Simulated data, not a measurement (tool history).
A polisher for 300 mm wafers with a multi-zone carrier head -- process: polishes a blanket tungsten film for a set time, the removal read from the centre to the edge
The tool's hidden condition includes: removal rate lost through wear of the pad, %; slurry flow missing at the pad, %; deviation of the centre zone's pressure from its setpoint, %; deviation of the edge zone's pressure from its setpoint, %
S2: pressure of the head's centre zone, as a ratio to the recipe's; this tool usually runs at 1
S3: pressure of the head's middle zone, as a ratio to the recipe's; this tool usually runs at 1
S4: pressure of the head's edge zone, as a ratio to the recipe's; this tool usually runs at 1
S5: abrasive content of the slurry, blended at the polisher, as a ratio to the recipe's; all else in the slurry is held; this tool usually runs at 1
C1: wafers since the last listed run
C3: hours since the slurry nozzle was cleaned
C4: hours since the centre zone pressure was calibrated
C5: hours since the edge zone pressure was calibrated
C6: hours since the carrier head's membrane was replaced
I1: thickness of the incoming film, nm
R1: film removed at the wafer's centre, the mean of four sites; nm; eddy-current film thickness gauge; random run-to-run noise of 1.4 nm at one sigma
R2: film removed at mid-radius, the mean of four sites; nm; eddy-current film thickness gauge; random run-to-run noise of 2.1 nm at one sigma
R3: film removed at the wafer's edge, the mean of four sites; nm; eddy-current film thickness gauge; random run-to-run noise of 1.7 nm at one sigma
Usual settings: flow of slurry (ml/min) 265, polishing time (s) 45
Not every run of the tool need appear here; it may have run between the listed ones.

{"run": 1, "day": 0.0, "flow of slurry (ml/min)": 265, "S2": 1, "S3": 1, "S4": 1, "S5": 1, "polishing time (s)": 45, "C1": 0, "wafers polished on this pad": 26, "C3": 680.8, "C4": 316.9, "C5": 1160.2, "C6": 1139.6, "I1": 1540.6, "R1": 150.9, "R2": 159, "R3": 161.2}
{"run": 2, "day": 0.983, "flow of slurry (ml/min)": 265, "S2": 1, "S3": 1, "S4": 1, "S5": 1, "polishing time (s)": 45, "C1": 270, "wafers polished on this pad": 297, "C3": 704.4, "C4": 340.5, "C5": 1183.8, "C6": 1163.2, "I1": 1540.3, "R1": 152.8, "R2": 156.9, "R3": 161.8}
{"run": 3, "day": 2.162, "flow of slurry (ml/min)": 265, "S2": 1, "S3": 1, "S4": 1, "S5": 1, "polishing time (s)": 45, "C1": 324, "wafers polished on this pad": 621, "C3": 732.7, "C4": 368.8, "C5": 1212.1, "C6": 1191.5, "I1": 1529.2, "R1": 151.2, "R2": 156.4, "R3": 163}
{"day": 2.912, "done": "worn pad replaced by a new one"}
{"run": 4, "day": 3.012, "flow of slurry (ml/min)": 265, "S2": 1, "S3": 1, "S4": 1, "S5": 1, "polishing time (s)": 45, "C1": 187, "wafers polished on this pad": 27, "C3": 753.1, "C4": 389.2, "C5": 1232.5, "C6": 1211.9, "I1": 1527, "R1": 152.3, "R2": 156.7, "R3": 161.2}
{"run": 5, "day": 3.825, "flow of slurry (ml/min)": 265, "S2": 1, "S3": 1, "S4": 1, "S5": 1, "polishing time (s)": 45, "C1": 223, "wafers polished on this pad": 250, "C3": 772.6, "C4": 408.7, "C5": 1252, "C6": 1231.4, "I1": 1554.9, "R1": 152, "R2": 159.4, "R3": 160.6}
{"run": 6, "day": 4.433, "flow of slurry (ml/min)": 265, "S2": 1, "S3": 1, "S4": 1, "S5": 1, "polishing time (s)": 45, "C1": 167, "wafers polished on this pad": 418, "C3": 787.2, "C4": 423.3, "C5": 1266.6, "C6": 1246, "I1": 1521.3, "R1": 151.6, "R2": 156.8, "R3": 162.6}
{"day": 5.358, "done": "edge zone pressure recalibrated"}
{"run": 7, "day": 5.746, "flow of slurry (ml/min)": 265, "S2": 1, "S3": 1, "S4": 1.1, "S5": 1, "polishing time (s)": 45, "C1": 337, "wafers polished on this pad": 756, "C3": 818.7, "C4": 454.8, "C5": 9.3, "C6": 1277.5, "I1": 1555.2, "R1": 150.8, "R2": 161.9, "R3": 167.1}
{"day": 6.4, "done": "centre zone pressure recalibrated"}
{"day": 6.892, "done": "worn pad replaced by a new one"}
{"run": 8, "day": 6.912, "flow of slurry (ml/min)": 265, "S2": 1, "S3": 1, "S4": 1, "S5": 1, "polishing time (s)": 45, "C1": 252, "wafers polished on this pad": 5, "C3": 846.7, "C4": 12.3, "C5": 37.3, "C6": 1305.5, "I1": 1550.5, "R1": 148.9, "R2": 157.4, "R3": 162.4}
{"day": 7.312, "done": "carrier head's membrane replaced by a new one"}
{"run": 9, "day": 8.008, "flow of slurry (ml/min)": 265, "S2": 1, "S3": 1, "S4": 1, "S5": 1, "polishing time (s)": 45, "C1": 243, "wafers polished on this pad": 249, "C3": 873, "C4": 38.6, "C5": 63.6, "C6": 16.7, "I1": 1507.7, "R1": 152.2, "R2": 154.7, "R3": 159.1}
{"run": 10, "day": 8.825, "flow of slurry (ml/min)": 265, "S2": 1, "S3": 1, "S4": 1, "S5": 1, "polishing time (s)": 45, "C1": 224, "wafers polished on this pad": 474, "C3": 892.6, "C4": 58.2, "C5": 83.2, "C6": 36.3, "I1": 1519.4, "R1": 150.7, "R2": 156.7, "R3": 159.7}
{"run": 11, "day": 9.596, "flow of slurry (ml/min)": 265, "S2": 1, "S3": 1, "S4": 1, "S5": 1, "polishing time (s)": 45, "C1": 211, "wafers polished on this pad": 686, "C3": 911.1, "C4": 76.7, "C5": 101.7, "C6": 54.8, "I1": 1537.8, "R1": 149.5, "R2": 159.4, "R3": 159.4}
{"day": 9.908, "done": "slurry nozzle cleaned"}
{"day": 10.308, "done": "worn pad replaced by a new one"}
{"run": 12, "day": 10.446, "flow of slurry (ml/min)": 335, "S2": 0.93, "S3": 1.11, "S4": 1, "S5": 1.1, "polishing time (s)": 45, "C1": 176, "wafers polished on this pad": 37, "C3": 12.9, "C4": 97.1, "C5": 122.1, "C6": 75.2, "I1": 1533.2, "R1": 165.9, "R2": 198.9, "R3": 183.2}
{"run": 13, "day": 11.133, "flow of slurry (ml/min)": 265, "S2": 1, "S3": 1, "S4": 1, "S5": 1, "polishing time (s)": 45, "C1": 189, "wafers polished on this pad": 226, "C3": 29.4, "C4": 113.6, "C5": 138.6, "C6": 91.7, "I1": 1511.2, "R1": 171.5, "R2": 175, "R3": 173.7}
{"run": 14, "day": 11.696, "flow of slurry (ml/min)": 265, "S2": 1, "S3": 1, "S4": 1, "S5": 1, "polishing time (s)": 45, "C1": 154, "wafers polished on this pad": 381, "C3": 42.9, "C4": 127.1, "C5": 152.1, "C6": 105.2, "I1": 1524.3, "R1": 170.6, "R2": 175.8, "R3": 172.6}
{"run": 15, "day": 12.367, "flow of slurry (ml/min)": 265, "S2": 1, "S3": 1, "S4": 1, "S5": 1, "polishing time (s)": 45, "C1": 184, "wafers polished on this pad": 565, "C3": 59, "C4": 143.2, "C5": 168.2, "C6": 121.3, "I1": 1550.1, "R1": 170.3, "R2": 175.7, "R3": 172.9}
{"day": 13.479, "done": "worn pad replaced by a new one"}
{"run": 16, "day": 13.817, "flow of slurry (ml/min)": 265, "S2": 1, "S3": 1.04, "S4": 1.08, "S5": 0.85, "polishing time (s)": 45, "C1": 352, "wafers polished on this pad": 93, "C3": 93.8, "C4": 178, "C5": 203, "C6": 156.1, "I1": 1545.3, "R1": 163.9, "R2": 169.4, "R3": 174.2}
{"run": 17, "day": 14.479, "flow of slurry (ml/min)": 225, "S2": 1, "S3": 1, "S4": 1, "S5": 0.9, "polishing time (s)": 45, "C1": 182, "wafers polished on this pad": 275, "C3": 109.7, "C4": 193.9, "C5": 218.9, "C6": 172, "I1": 1530.9, "R1": 156.7, "R2": 162.1, "R3": 168.3}
{"run": 18, "day": 15.158, "flow of slurry (ml/min)": 265, "S2": 1.1, "S3": 1, "S4": 0.89, "S5": 1.2, "polishing time (s)": 57, "C1": 186, "wafers polished on this pad": 461, "C3": 126, "C4": 210.2, "C5": 235.2, "C6": 188.3, "I1": 1516.8, "R1": 241.2, "R2": 226.3, "R3": 216.3}
{"run": 19, "day": 16.167, "flow of slurry (ml/min)": 355, "S2": 1, "S3": 1.11, "S4": 1, "S5": 1, "polishing time (s)": 45, "C1": 277, "wafers polished on this pad": 739, "C3": 150.2, "C4": 234.4, "C5": 259.4, "C6": 212.5, "I1": 1512, "R1": 173.7, "R2": 188.6, "R3": 173.6}
{"day": 17.021, "done": "worn pad replaced by a new one"}
{"run": 20, "day": 17.371, "flow of slurry (ml/min)": 230, "S2": 0.91, "S3": 0.88, "S4": 1, "S5": 0.85, "polishing time (s)": 45, "C1": 285, "wafers polished on this pad": 96, "C3": 179.1, "C4": 263.3, "C5": 288.3, "C6": 241.4, "I1": 1530.5, "R1": 140.1, "R2": 144.3, "R3": 161.1}

Forecast each of these 4 alternatives for the next run:
{"run": "A", "day": 17.388, "flow of slurry (ml/min)": 265, "S2": 1, "S3": 1, "S4": 1, "S5": 1, "polishing time (s)": 45, "C1": 4, "wafers polished on this pad": 101, "C3": 179.5, "C4": 263.7, "C5": 288.7, "C6": 241.8, "I1": 1539.9, "R1": "?", "R2": "?", "R3": "?"}
{"run": "B", "day": 17.388, "flow of slurry (ml/min)": 265, "S2": 1.04, "S3": 1, "S4": 1, "S5": 0.75, "polishing time (s)": 45, "C1": 4, "wafers polished on this pad": 101, "C3": 179.5, "C4": 263.7, "C5": 288.7, "C6": 241.8, "I1": 1539.9, "R1": "?", "R2": "?", "R3": "?"}
{"run": "C", "day": 17.388, "flow of slurry (ml/min)": 240, "S2": 1, "S3": 1, "S4": 1.07, "S5": 1, "polishing time (s)": 45, "C1": 4, "wafers polished on this pad": 101, "C3": 179.5, "C4": 263.7, "C5": 288.7, "C6": 241.8, "I1": 1539.9, "R1": "?", "R2": "?", "R3": "?"}
{"run": "D", "day": 17.388, "flow of slurry (ml/min)": 335, "S2": 1, "S3": 1, "S4": 1, "S5": 1, "polishing time (s)": 45, "C1": 4, "wafers polished on this pad": 101, "C3": 179.5, "C4": 263.7, "C5": 288.7, "C6": 241.8, "I1": 1539.9, "R1": "?", "R2": "?", "R3": "?"}

run=A R1=164.9 R2=168.4 R3=167.3
run=B R1=161.4 R2=158.4 R3=157.4
run=C R1=161.8 R2=165.6 R3=170.2
run=D R1=171.1 R2=174.1 R3=171.5
What these runs would have given with no unlogged condition in the tool:
run=A R1=171.8 R2=174.8 R3=172
run=B R1=168.1 R2=164.3 R3=161.8
run=C R1=169.4 R2=172.5 R3=175.4
run=D R1=176.6 R2=179.2 R3=175.3
